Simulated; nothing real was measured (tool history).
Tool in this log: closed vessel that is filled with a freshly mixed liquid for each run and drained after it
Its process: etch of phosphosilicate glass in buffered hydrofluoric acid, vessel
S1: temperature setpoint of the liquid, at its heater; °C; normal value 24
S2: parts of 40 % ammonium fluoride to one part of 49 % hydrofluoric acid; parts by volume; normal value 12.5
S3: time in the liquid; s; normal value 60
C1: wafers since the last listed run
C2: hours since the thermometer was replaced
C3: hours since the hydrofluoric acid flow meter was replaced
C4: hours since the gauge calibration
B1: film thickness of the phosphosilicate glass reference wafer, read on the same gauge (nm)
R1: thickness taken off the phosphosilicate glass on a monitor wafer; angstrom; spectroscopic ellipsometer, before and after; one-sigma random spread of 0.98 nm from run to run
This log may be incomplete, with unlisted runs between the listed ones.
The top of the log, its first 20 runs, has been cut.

| run | hour | S1 | S2 | S3 | C1 | C2 | C3 | C4 | B1 | R1 |
|---|---|---|---|---|---|---|---|---|---|---|
| 21 | 554.2 | 28.5 | 11 | 90 | 4619 | 530.1 | 165.7 | 291.7 | 120.03 | 5319.4 |
| 22 | 588.2 | 27 | 15.5 | 45 | 4552 | 564.1 | 199.7 | 325.7 | 120.02 | 1735.4 |
| 23 | 609.4 | 24 | 9 | 75 | 2838 | 585.3 | 220.9 | 346.9 | 119.99 | 4032.1 |
| 24 | 624.4 | 20 | 12.5 | 35 | 2008 | 600.3 | 235.9 | 361.9 | 119.97 | 1136.6 |
| 25 | 645.2 | 24 | 10.5 | 60 | 2784 | 621.1 | 256.7 | 382.7 | 120.01 | 2879 |
| 26 | 658.2 | 19.5 | 16.5 | 75 | 1740 | 634.1 | 269.7 | 395.7 | 120.02 | 1804.5 |
| 27 | 671.2 | 27.5 | 8.5 | 60 | 1740 | 647.1 | 282.7 | 408.7 | 120.01 | 4152.3 |
| 28 | 689.3 | 24 | 12.5 | 60 | 2423 | 665.2 | 300.8 | 426.8 | 120 | 2440.3 |
| 29 | 705 | 28 | 8 | 85 | 2102 | 680.9 | 316.5 | 442.5 | 120.01 | 6418.1 |
| 30 | 729.7 | 27.5 | 14 | 30 | 3307 | 705.6 | 341.2 | 467.2 | 119.99 | 1323.7 |
| 31 | 763.6 | 20.5 | 9.5 | 95 | 4538 | 739.5 | 375.1 | 501.1 | 120.02 | 4087.5 |
| 32 | 789.7 | 20.5 | 14.5 | 30 | 3494 | 765.6 | 401.2 | 527.2 | 119.98 | 869.2 |

Here are 4 independent what-if runs from the current tool condition. What would each one return?
| A | 790.4 | 24 | 12.5 | 60 | 93 | 766.3 | 401.9 | 527.9 | ? | ? |
| B | 790.4 | 24 | 11 | 85 | 93 | 766.3 | 401.9 | 527.9 | ? | ? |
| C | 790.4 | 27 | 8 | 50 | 93 | 766.3 | 401.9 | 527.9 | ? | ? |
| D | 790.4 | 24 | 16 | 35 | 93 | 766.3 | 401.9 | 527.9 | ? | ? |

| run | B1 | R1 |
|---|---|---|
| A | 120.01 | 2427.5 |
| B | 120.01 | 3896.4 |
| C | 120.01 | 3589.6 |
| D | 120.01 | 1111.4 |
What these runs would have given with no unlogged condition in the tool:
| run | R1 |
|---|---|
| A | 2427.5 |
| B | 3896.4 |
| C | 3589.6 |
| D | 1111.4 |
